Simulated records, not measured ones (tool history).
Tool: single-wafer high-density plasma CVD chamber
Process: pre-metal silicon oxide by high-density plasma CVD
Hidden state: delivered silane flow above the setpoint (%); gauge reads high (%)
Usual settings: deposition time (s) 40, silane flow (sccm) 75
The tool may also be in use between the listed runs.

run    hour  deposition time (s)  silane flow (sccm)  wafers since the last listed run  hours since the silane flow controller was replaced  hours since the gauge calibration  read-back reference wafer on the same gauge, thickness_nm  mean film thickness on the monitor wafer (nm)
  1       0                   40                  72                                 0                                               2372.7                               95.6                                                    273.776                                        264.552
  2    69.7                   40                  72                              2059                                               2442.4                              165.3                                                    273.806                                        262.719
  3     108                   40                  75                              1131                                               2480.7                              203.6                                                    273.503                                        272.856
  4     154                   40                  75                              1359                                               2526.7                              249.6                                                    273.752                                        272.848
  5   196.6                   40                  75                              1258                                               2569.3                              292.2                                                    273.958                                        273.237
  6   236.4                 38.3                  70                              1175                                               2609.1                                332                                                      274.1                                        243.004
  7   305.5                   40                  75                              2041                                               2678.2                              401.1                                                    273.806                                         274.89
  8   339.8                   40                  75                              1013                                               2712.5                              435.4                                                    274.257                                        272.632
  9   444.1                   40                  75                              3081                                               2816.8                              539.7                                                     274.35                                        273.478
 10   483.9                   40                  75                              1175                                               2856.6                              579.5                                                    274.119                                        271.396
 11   521.6                   40                  75                              1113                                               2894.3                              617.2                                                    274.483                                        273.154
 12   580.5                   40                  75                              1740                                               2953.2                              676.1                                                    273.561                                        273.315
 13   608.9                 37.8                  75                               839                                               2981.6                              704.5                                                    274.243                                         257.55
 14   653.8                 36.3                  75                              1326                                               3026.5                              749.4                                                    273.937                                        246.655
 15   692.8                 36.3                  75                              1152                                               3065.5                              788.4                                                    273.937                                        246.802
 16   752.1                 42.2                  89                              1752                                               3124.8                              847.7                                                    274.413                                        341.394
      765.7  -- silane flow controller replaced
 17   791.6                 47.7                  67                               930                                                 25.9                              887.2                                                    273.997                                        309.121
 18     844                   40                  75                              1548                                                 78.3                              939.6                                                    274.037                                        289.023
 19   909.2                 45.7                  67                              1926                                                143.5                             1004.8                                                    273.864                                        297.228
        958  -- gauge calibrated
 20   959.3                   40                  75                              1480                                                193.6                                1.3                                                    274.264                                        289.191
 21    1017                   35                  60                              1704                                                251.3                                 59                                                    273.996                                        201.945
 22  1042.3                   40                  75                               747                                                276.6                               84.3                                                    273.577                                        288.307
 23  1079.7                   40                  75                              1104                                                  314                              121.7                                                    273.853                                        287.639
 24  1146.7                 47.7                  69                              1979                                                  381                              188.7                                                    273.774                                        313.725
 25  1185.2                 44.9                  86                              1137                                                419.5                              227.2                                                    274.224                                        370.201
 26  1255.6                 43.5                  83                              2079                                                489.9                              297.6                                                    273.604                                         345.47
 27  1307.6                 32.4                  75                              1536                                                541.9                              349.6                                                    274.109                                        231.041
 28    1358                   43                  80                              1489                                                592.3                                400                                                    274.345                                        325.544
 29    1425                 43.6                  75                              1979                                                659.3                                467                                                    274.416                                        308.715
 30  1452.2                   40                  75                               803                                                686.5                              494.2                                                    274.081                                        284.386
 31  1511.6                 35.7                  61                              1754                                                745.9                              553.6                                                    274.033                                        204.554

How the hidden state differs across the entries between the runs, from the last listed run before each to the first after it:
Between runs 16 and 17: silane flow controller replaced (hour 765.7)
  delivered silane flow above the setpoint (%): -6.89 -> -0.568
  measured less the result without the state, mean film thickness on the monitor wafer (nm): -25.253 -> -1.766
Between runs 19 and 20: gauge calibrated (hour 958)
  delivered silane flow above the setpoint (%): -1.18 -> -1.42
  measured less the result without the state, mean film thickness on the monitor wafer (nm): -3.549 -> -4.169

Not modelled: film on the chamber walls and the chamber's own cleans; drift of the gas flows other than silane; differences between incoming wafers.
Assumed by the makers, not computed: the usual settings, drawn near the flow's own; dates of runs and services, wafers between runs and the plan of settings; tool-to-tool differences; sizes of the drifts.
